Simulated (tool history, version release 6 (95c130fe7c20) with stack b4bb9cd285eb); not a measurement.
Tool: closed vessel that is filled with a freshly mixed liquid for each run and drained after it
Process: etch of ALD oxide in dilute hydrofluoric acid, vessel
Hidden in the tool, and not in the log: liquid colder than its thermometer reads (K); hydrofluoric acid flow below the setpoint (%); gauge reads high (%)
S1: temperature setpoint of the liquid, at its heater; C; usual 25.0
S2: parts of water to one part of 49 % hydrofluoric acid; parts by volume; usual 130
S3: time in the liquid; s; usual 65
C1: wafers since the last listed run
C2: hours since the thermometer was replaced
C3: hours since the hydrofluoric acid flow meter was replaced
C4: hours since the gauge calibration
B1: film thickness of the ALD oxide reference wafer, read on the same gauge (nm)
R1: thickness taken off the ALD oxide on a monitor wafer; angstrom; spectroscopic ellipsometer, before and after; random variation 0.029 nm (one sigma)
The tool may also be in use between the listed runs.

{"run": 1, "hour": 0.0, "S1": 25.0, "S2": 95, "S3": 65, "C1": 0, "C2": 367.6, "C3": 493.9, "C4": 738.9, "B1": 99.98, "R1": 107.7}
{"run": 2, "hour": 57.2, "S1": 25.0, "S2": 95, "S3": 65, "C1": 6428, "C2": 424.8, "C3": 551.1, "C4": 796.1, "B1": 100.02, "R1": 106.8}
{"run": 3, "hour": 163.0, "S1": 25.0, "S2": 95, "S3": 65, "C1": 11889, "C2": 530.6, "C3": 656.9, "C4": 901.9, "B1": 100.02, "R1": 107.3}
{"run": 4, "hour": 255.6, "S1": 25.0, "S2": 130, "S3": 65, "C1": 10406, "C2": 623.2, "C3": 749.5, "C4": 994.5, "B1": 99.98, "R1": 74.7}
{"run": 5, "hour": 355.8, "S1": 25.0, "S2": 130, "S3": 65, "C1": 11260, "C2": 723.4, "C3": 849.7, "C4": 1094.7, "B1": 100.02, "R1": 74.5}
{"run": 6, "hour": 428.9, "S1": 25.0, "S2": 130, "S3": 65, "C1": 8214, "C2": 796.5, "C3": 922.8, "C4": 1167.8, "B1": 100.02, "R1": 74.4}
{"run": 7, "hour": 493.2, "S1": 25.0, "S2": 130, "S3": 65, "C1": 7225, "C2": 860.8, "C3": 987.1, "C4": 1232.1, "B1": 100.01, "R1": 73.7}
{"run": 8, "hour": 591.2, "S1": 25.0, "S2": 130, "S3": 65, "C1": 11013, "C2": 958.8, "C3": 1085.1, "C4": 1330.1, "B1": 99.99, "R1": 73.3}
{"hour": 683.5, "done": "gauge calibrated"}
{"run": 9, "hour": 686.6, "S1": 25.0, "S2": 165, "S3": 65, "C1": 10720, "C2": 1054.2, "C3": 1180.5, "C4": 3.1, "B1": 99.98, "R1": 55.6}
{"hour": 747.3, "done": "hydrofluoric acid flow meter replaced"}
{"run": 10, "hour": 786.0, "S1": 25.0, "S2": 130, "S3": 35, "C1": 11057, "C2": 1153.6, "C3": 38.7, "C4": 102.5, "B1": 100.01, "R1": 39.3}
{"run": 11, "hour": 864.1, "S1": 25.0, "S2": 130, "S3": 65, "C1": 8776, "C2": 1231.7, "C3": 116.8, "C4": 180.6, "B1": 100.01, "R1": 73.0}
{"run": 12, "hour": 935.4, "S1": 25.0, "S2": 150, "S3": 40, "C1": 8012, "C2": 1303.0, "C3": 188.1, "C4": 251.9, "B1": 100.0, "R1": 37.8}
{"hour": 955.0, "done": "thermometer replaced"}
{"run": 13, "hour": 1002.6, "S1": 27.0, "S2": 190, "S3": 95, "C1": 7439, "C2": 47.6, "C3": 255.3, "C4": 319.1, "B1": 99.99, "R1": 77.3}
{"run": 14, "hour": 1095.8, "S1": 25.0, "S2": 130, "S3": 30, "C1": 10473, "C2": 140.8, "C3": 348.5, "C4": 412.3, "B1": 99.99, "R1": 35.2}
{"run": 15, "hour": 1153.7, "S1": 28.5, "S2": 165, "S3": 105, "C1": 6506, "C2": 198.7, "C3": 406.4, "C4": 470.2, "B1": 99.98, "R1": 105.2}
{"run": 16, "hour": 1215.1, "S1": 25.0, "S2": 130, "S3": 65, "C1": 6899, "C2": 260.1, "C3": 467.8, "C4": 531.6, "B1": 99.98, "R1": 75.9}
{"run": 17, "hour": 1265.5, "S1": 22.5, "S2": 190, "S3": 85, "C1": 5663, "C2": 310.5, "C3": 518.2, "C4": 582.0, "B1": 99.99, "R1": 57.9}

4 ways to go on from here, each from the tool as it stands after run 17. What would each give?
{"run": "A", "hour": 1266.2, "S1": 25.0, "S2": 130, "S3": 65, "C1": 78, "C2": 311.2, "C3": 518.9, "C4": 582.7, "B1": "?", "R1": "?"}
{"run": "B", "hour": 1266.2, "S1": 29.0, "S2": 130, "S3": 65, "C1": 78, "C2": 311.2, "C3": 518.9, "C4": 582.7, "B1": "?", "R1": "?"}
{"run": "C", "hour": 1266.2, "S1": 23.5, "S2": 130, "S3": 50, "C1": 78, "C2": 311.2, "C3": 518.9, "C4": 582.7, "B1": "?", "R1": "?"}
{"run": "D", "hour": 1266.2, "S1": 25.0, "S2": 185, "S3": 35, "C1": 78, "C2": 311.2, "C3": 518.9, "C4": 582.7, "B1": "?", "R1": "?"}

run=A B1=100.00 R1=75.9
run=B B1=100.00 R1=88.2
run=C B1=100.00 R1=55.1
run=D B1=100.00 R1=26.9
Without the tool's hidden state the same runs would have given:
run=A R1=76.9
run=B R1=89.4
run=C R1=55.8
run=D R1=27.3
